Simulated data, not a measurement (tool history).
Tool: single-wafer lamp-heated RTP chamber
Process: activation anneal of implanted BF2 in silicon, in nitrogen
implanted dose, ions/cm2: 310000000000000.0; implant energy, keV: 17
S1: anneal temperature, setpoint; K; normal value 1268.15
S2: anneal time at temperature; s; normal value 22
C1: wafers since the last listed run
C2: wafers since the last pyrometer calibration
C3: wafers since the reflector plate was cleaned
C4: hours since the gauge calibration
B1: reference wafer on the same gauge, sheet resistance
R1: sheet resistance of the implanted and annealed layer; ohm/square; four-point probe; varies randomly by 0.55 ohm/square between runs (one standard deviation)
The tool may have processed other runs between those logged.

run	hour	S1	S2	C1	C2	C3	C4	B1	R1
1	0	1268.15	22	0	284	10570	68.7	362.03	367.17
2	10.2	1268.15	22	145	430	10716	78.9	362.16	367.45
3	16.7	1268.15	22	93	523	10809	85.4	362.09	367.44
4	23.8	1268.15	15	101	624	10911	92.5	362.06	369.06
5	34.9	1268.15	15	158	783	11070	103.6	361.98	368.53
6	41.5	1268.15	15	94	878	11164	110.2	361.97	368.72
7	53.9	1268.15	22	177	1055	11342	122.6	362.16	366.54
8	60.3	1268.15	22	91	1147	11433	129	362.15	366.06
9	71.6	1268.15	22	161	1308	11595	140.3	361.9	366.72
10	85	1268.15	22	191	1500	11787	153.7	362.15	365.48
# hour 99.5: reflector plate cleaned
11	100	1257.15	15	100	1600	7	168.7	362.02	369.93
# hour 112.7: pyrometer window cleaned and pyrometer calibrated
12	113.2	1257.15	15	74	7	82	181.9	361.97	373.84
13	113.9	1243.15	11	10	17	92	182.6	362.19	385.86
14	129.7	1268.15	22	226	243	318	198.4	361.92	367
# hour 130.2: gauge calibrated
15	143.5	1268.15	22	197	440	515	13.3	361.99	367.04

Run 16 comes next. What will it give?
16	151.3	1268.15	17	111	552	627	21.1	?	?

{"run 16": {"B1": 361.85, "R1": 368.12}}
With no hidden state in the tool, this same run would have given R1 368.85 ohm/square.
